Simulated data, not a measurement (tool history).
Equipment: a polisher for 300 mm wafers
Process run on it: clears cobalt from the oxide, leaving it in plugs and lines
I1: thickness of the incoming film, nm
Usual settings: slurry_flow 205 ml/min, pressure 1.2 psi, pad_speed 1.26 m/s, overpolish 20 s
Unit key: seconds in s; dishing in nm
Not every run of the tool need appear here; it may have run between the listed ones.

{"run": 1, "hour": 0.0, "slurry_flow": 205, "pressure": 1.2, "pad_speed": 1.44, "overpolish": 20, "I1": 178.8, "seconds": 42.4, "dishing": 50.2}
{"run": 2, "hour": 8.7, "slurry_flow": 205, "pressure": 1.2, "pad_speed": 1.26, "overpolish": 20, "I1": 177.5, "seconds": 47.6, "dishing": 48.1}
{"hour": 27.0, "done": "worn pad replaced by a new one"}
{"run": 3, "hour": 27.5, "slurry_flow": 205, "pressure": 1.5, "pad_speed": 1.26, "overpolish": 20, "I1": 181.7, "seconds": 35.2, "dishing": 56.8}
{"run": 4, "hour": 35.9, "slurry_flow": 205, "pressure": 1.5, "pad_speed": 1.26, "overpolish": 20, "I1": 177.2, "seconds": 34.9, "dishing": 58.4}
{"run": 5, "hour": 44.7, "slurry_flow": 205, "pressure": 1.5, "pad_speed": 1.26, "overpolish": 20, "I1": 179.8, "seconds": 36.5, "dishing": 56.5}
{"run": 6, "hour": 54.4, "slurry_flow": 205, "pressure": 1.2, "pad_speed": 1.26, "overpolish": 20, "I1": 179.6, "seconds": 46.2, "dishing": 48.7}
{"run": 7, "hour": 63.6, "slurry_flow": 205, "pressure": 1.2, "pad_speed": 1.26, "overpolish": 20, "I1": 179.8, "seconds": 44.5, "dishing": 49.1}
{"run": 8, "hour": 113.2, "slurry_flow": 205, "pressure": 1.2, "pad_speed": 1.26, "overpolish": 20, "I1": 179.2, "seconds": 48.2, "dishing": 48.2}
{"run": 9, "hour": 122.5, "slurry_flow": 205, "pressure": 1.4, "pad_speed": 1.26, "overpolish": 20, "I1": 179.3, "seconds": 42.3, "dishing": 54.0}
{"hour": 126.1, "done": "slurry nozzle cleaned"}
{"run": 10, "hour": 136.5, "slurry_flow": 205, "pressure": 1.4, "pad_speed": 1.26, "overpolish": 20, "I1": 179.5, "seconds": 41.4, "dishing": 52.1}
{"run": 11, "hour": 151.2, "slurry_flow": 205, "pressure": 1.4, "pad_speed": 1.26, "overpolish": 20, "I1": 179.8, "seconds": 42.5, "dishing": 51.1}
{"run": 12, "hour": 165.3, "slurry_flow": 205, "pressure": 1.2, "pad_speed": 1.26, "overpolish": 20, "I1": 178.2, "seconds": 49.3, "dishing": 48.6}
{"run": 13, "hour": 182.2, "slurry_flow": 205, "pressure": 1.2, "pad_speed": 1.26, "overpolish": 20, "I1": 180.9, "seconds": 50.2, "dishing": 47.6}
{"hour": 191.4, "done": "head pressure recalibrated"}
{"run": 14, "hour": 196.7, "slurry_flow": 205, "pressure": 1.2, "pad_speed": 1.26, "overpolish": 20, "I1": 179.2, "seconds": 51.1, "dishing": 46.7}
{"run": 15, "hour": 208.8, "slurry_flow": 205, "pressure": 1.2, "pad_speed": 1.62, "overpolish": 31, "I1": 178.6, "seconds": 38.6, "dishing": 66.1}
{"hour": 222.6, "done": "worn pad replaced by a new one"}
{"run": 16, "hour": 223.1, "slurry_flow": 205, "pressure": 1.2, "pad_speed": 1.26, "overpolish": 20, "I1": 179.4, "seconds": 42.1, "dishing": 51.8}
{"run": 17, "hour": 232.4, "slurry_flow": 260, "pressure": 1.2, "pad_speed": 1.04, "overpolish": 20, "I1": 178.3, "seconds": 50.8, "dishing": 46.2}
{"run": 18, "hour": 242.3, "slurry_flow": 205, "pressure": 1.4, "pad_speed": 1.26, "overpolish": 20, "I1": 180.2, "seconds": 37.6, "dishing": 55.5}
{"run": 19, "hour": 257.6, "slurry_flow": 205, "pressure": 1.4, "pad_speed": 1.26, "overpolish": 20, "I1": 180.7, "seconds": 38.8, "dishing": 55.2}
{"run": 20, "hour": 266.5, "slurry_flow": 205, "pressure": 0.9, "pad_speed": 1.26, "overpolish": 20, "I1": 179.0, "seconds": 61.0, "dishing": 40.3}
{"run": 21, "hour": 284.4, "slurry_flow": 205, "pressure": 1.2, "pad_speed": 1.02, "overpolish": 16, "I1": 181.2, "seconds": 58.0, "dishing": 36.2}
{"run": 22, "hour": 294.8, "slurry_flow": 205, "pressure": 1.4, "pad_speed": 1.26, "overpolish": 20, "I1": 180.7, "seconds": 40.0, "dishing": 53.7}
{"run": 23, "hour": 306.5, "slurry_flow": 165, "pressure": 1.5, "pad_speed": 0.94, "overpolish": 14, "I1": 178.0, "seconds": 49.7, "dishing": 36.0}
{"run": 24, "hour": 315.1, "slurry_flow": 170, "pressure": 1.6, "pad_speed": 1.4, "overpolish": 30, "I1": 181.8, "seconds": 33.6, "dishing": 71.9}
{"run": 25, "hour": 321.7, "slurry_flow": 205, "pressure": 1.5, "pad_speed": 1.26, "overpolish": 20, "I1": 182.5, "seconds": 38.9, "dishing": 54.9}
{"run": 26, "hour": 335.2, "slurry_flow": 205, "pressure": 1.5, "pad_speed": 1.26, "overpolish": 29, "I1": 182.3, "seconds": 38.7, "dishing": 68.2}
{"run": 27, "hour": 350.3, "slurry_flow": 245, "pressure": 1.5, "pad_speed": 1.02, "overpolish": 20, "I1": 179.6, "seconds": 47.3, "dishing": 51.0}
{"run": 28, "hour": 358.9, "slurry_flow": 170, "pressure": 1.2, "pad_speed": 1.26, "overpolish": 27, "I1": 179.9, "seconds": 49.2, "dishing": 55.8}
{"run": 29, "hour": 367.0, "slurry_flow": 225, "pressure": 1.5, "pad_speed": 1.0, "overpolish": 26, "I1": 183.4, "seconds": 50.1, "dishing": 56.3}

Branching from run 29: 5 alternative next runs. What would each branch give?
{"run": "A", "hour": 367.4, "slurry_flow": 255, "pressure": 1.2, "pad_speed": 1.26, "overpolish": 20, "I1": 178.0, "seconds": "?", "dishing": "?"}
{"run": "B", "hour": 367.4, "slurry_flow": 250, "pressure": 1.4, "pad_speed": 1.26, "overpolish": 9, "I1": 178.0, "seconds": "?", "dishing": "?"}
{"run": "C", "hour": 367.4, "slurry_flow": 205, "pressure": 1.2, "pad_speed": 0.98, "overpolish": 28, "I1": 178.0, "seconds": "?", "dishing": "?"}
{"run": "D", "hour": 367.4, "slurry_flow": 145, "pressure": 1.2, "pad_speed": 1.14, "overpolish": 27, "I1": 178.0, "seconds": "?", "dishing": "?"}
{"run": "E", "hour": 367.4, "slurry_flow": 235, "pressure": 1.1, "pad_speed": 1.1, "overpolish": 29, "I1": 178.0, "seconds": "?", "dishing": "?"}

run=A seconds=45.8 dishing=48.5
run=B seconds=39.4 dishing=30.5
run=C seconds=60.6 dishing=50.4
run=D seconds=55.3 dishing=52.0
run=E seconds=57.8 dishing=52.9
Stripped of hidden state, with their random variation kept, the same runs would have yielded:
run=A seconds=40.8 dishing=52.1
run=B seconds=35.1 dishing=33.4
run=C seconds=53.9 dishing=54.0
run=D seconds=49.2 dishing=55.6
run=E seconds=51.5 dishing=56.5

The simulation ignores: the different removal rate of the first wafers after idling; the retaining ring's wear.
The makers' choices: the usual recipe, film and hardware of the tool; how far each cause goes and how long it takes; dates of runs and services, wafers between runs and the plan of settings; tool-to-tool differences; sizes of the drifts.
